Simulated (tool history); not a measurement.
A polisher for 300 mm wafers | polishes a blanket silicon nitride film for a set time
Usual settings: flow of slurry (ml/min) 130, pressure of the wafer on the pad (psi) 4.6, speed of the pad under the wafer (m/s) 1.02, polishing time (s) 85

run     day  flow of slurry (ml/min)  pressure of the wafer on the pad (psi)  speed of the pad under the wafer (m/s)  polishing time (s)  wafers since the last listed run  wafers polished on this pad  hours since the slurry nozzle was cleaned  hours since the head pressure was calibrated  incoming thickness of the incoming film, nm  film removed (angstrom)
  1   0.000                      130                                     4.6                                    1.02                  96                                 0                          698                                      598.4                                          17.5                                        590.4                     1819
  2   1.162                      130                                     4.6                                    1.02                  85                               334                         1032                                      626.3                                          45.4                                        596.7                     1633
  3   1.821                      130                                     4.6                                    1.02                  85                               189                         1221                                      642.1                                          61.2                                        588.2                     1637
      3.167  -- worn pad replaced by a new one
  4   5.471                      130                                     4.6                                    1.02                  85                              1001                          662                                      729.7                                         148.8                                        589.4                     1672
  5   6.421                      130                                     4.6                                    1.02                  85                               273                          936                                      752.5                                         171.6                                        597.2                     1650
  6   7.312                      130                                     4.6                                    1.02                  85                               256                         1192                                      773.9                                         193.0                                        588.1                     1659
  7   8.171                      130                                     4.6                                    1.02                  85                               246                         1439                                      794.5                                         213.6                                        600.2                     1658
      8.888  -- worn pad replaced by a new one
  8   9.192                      130                                     4.6                                    1.02                  85                               245                           87                                      819.0                                         238.1                                        587.7                     1681
  9  10.412                      130                                     4.6                                    1.02                  85                               351                          438                                      848.3                                         267.4                                        591.0                     1686
 10  11.325                      130                                     4.6                                    1.02                  85                               262                          700                                      870.2                                         289.3                                        595.9                     1713
     11.492  -- slurry nozzle cleaned
 11  11.904                      130                                     4.6                                    1.02                  85                               154                          855                                        9.9                                         303.2                                        590.1                     1691
 12  13.017                      130                                     4.6                                    1.02                  85                               319                         1175                                       36.6                                         329.9                                        588.6                     1708
 13  13.817                      130                                     4.6                                    1.02                  85                               230                         1405                                       55.8                                         349.1                                        587.8                     1739
     14.546  -- head pressure recalibrated
 14  14.717                      170                                     5.7                                    1.02                  68                               234                         1640                                       77.4                                           4.1                                        593.0                     1708
     15.229  -- worn pad replaced by a new one
 15  17.058                      130                                     4.6                                    1.12                  85                               625                          526                                      133.6                                          60.3                                        594.4                     1778
 16  17.604                      130                                     4.6                                    1.12                 110                               156                          683                                      146.7                                          73.4                                        589.8                     2293
 17  18.133                      130                                     5.4                                    0.72                  85                               152                          835                                      159.4                                          86.1                                        595.0                     1469
 18  18.825                      130                                     4.6                                    1.02                  85                               198                         1034                                      176.0                                         102.7                                        587.3                     1648
 19  19.988                      130                                     4.6                                    1.02                  85                               334                         1368                                      203.9                                         130.6                                        593.2                     1632
     20.508  -- worn pad replaced by a new one
 20  23.642                      130                                     4.6                                    1.02                 114                              1002                          900                                      291.6                                         218.3                                        594.2                     2253
 21  24.521                      130                                     6.0                                    1.26                  85                               252                         1153                                      312.7                                         239.4                                        590.2                     2595
 22  25.425                      170                                     4.6                                    0.84                 108                               260                         1413                                      334.4                                         261.1                                        588.5                     1947
     26.221  -- worn pad replaced by a new one
 23  26.362                      130                                     5.7                                    1.02                  85                               221                           40                                      356.9                                         283.6                                        596.3                     2130
 24  27.183                      130                                     4.6                                    1.02                  85                               236                          276                                      376.6                                         303.3                                        593.5                     1720
 25  27.942                      115                                     4.6                                    1.02                  85                               218                          494                                      394.8                                         321.5                                        590.5                     1703
     28.079  -- head pressure recalibrated
 26  28.538                       85                                     4.6                                    1.02                  85                               147                          641                                      409.1                                          11.0                                        593.2                     1452

Forecast each of these 5 alternatives for the next run:
  A  28.554                      130                                     4.6                                    1.02                  85                                 4                          646                                      409.5                                          11.4                                        585.0                        ?
  B  28.554                      115                                     5.3                                    0.78                  85                                 4                          646                                      409.5                                          11.4                                        585.0                        ?
  C  28.554                       85                                     3.8                                    1.30                  85                                 4                          646                                      409.5                                          11.4                                        585.0                        ?
  D  28.554                      130                                     4.6                                    0.78                  85                                 4                          646                                      409.5                                          11.4                                        585.0                        ?
  E  28.554                      175                                     4.6                                    1.02                  85                                 4                          646                                      409.5                                          11.4                                        585.0                        ?

run  film removed (angstrom)
  A                     1644
  B                     1485
  C                     1466
  D                     1326
  E                     1736
Without the tool's hidden state the same runs would have given:
run  film removed (angstrom)
  A                     1660
  B                     1500
  C                     1481
  D                     1340
  E                     1754
